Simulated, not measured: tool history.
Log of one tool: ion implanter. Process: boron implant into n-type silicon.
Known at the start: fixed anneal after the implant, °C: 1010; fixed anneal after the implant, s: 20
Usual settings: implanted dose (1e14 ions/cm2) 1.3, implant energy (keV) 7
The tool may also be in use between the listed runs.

run	day	implanted dose (1e14 ions/cm2)	implant energy (keV)	read-back reference wafer on the same gauge, sheet resistance	sheet resistance of the implanted and annealed layer (ohm/square)
1	0	1.3	7	601.5	752.48
2	1.792	1.3	7	602.02	749.82
3	3.254	1.3	7	602.06	751.66
4	5.858	1.3	7	602.42	753.37
5	7.192	1.3	7	602.06	751.63
6	9.454	1.3	7	601.85	751.96
7	17.875	1.3	7	601.64	758.15
8	20.979	1.3	7	602.72	733.78
9	22.875	1.15	9	601.38	779.27
10	27.546	1.15	9	602	786.92
11	30.442	1.3	7	602.38	738.67
12	31.6	1.3	7.5	602.03	726.1
13	32.975	1.3	5.5	601.81	762.2
14	35	1.3	7	602.3	734.65
15	36.788	0.97	8.5	602.58	908.74
16	39.779	1.02	6	602.45	914.29
17	41.654	1.08	5.5	602.13	885.58
18	43.979	1.08	8	601.68	842.48
19	50.396	1.3	7	601.37	741.23
20	51.738	1.3	9	601.77	722.36

Taken out of this log: 3 entries between the listed runs. Where each belongs, and how the hidden state differs across it:
Between runs 7 and 8: Faraday cup replaced and dose calibrated (day 20.958)
  deviation of the true dose from the Faraday cup's reading, %: -4.8 -> -0.691
  measured less the result without the state, sheet resistance of the implanted and annealed layer (ohm/square): +29.46 -> +4.09
Between runs 13 and 14: gauge calibrated (day 33.354)
  deviation of the true dose from the Faraday cup's reading, %: -1.47 -> -1.6
  measured less the result without the state, sheet resistance of the implanted and annealed layer (ohm/square): +9.18 -> +9.49
Between runs 16 and 17: extraction supply calibrated (day 41.171)
  deviation of the true dose from the Faraday cup's reading, %: -1.91 -> -2.03
  measured less the result without the state, sheet resistance of the implanted and annealed layer (ohm/square): +14.34 -> +14.82
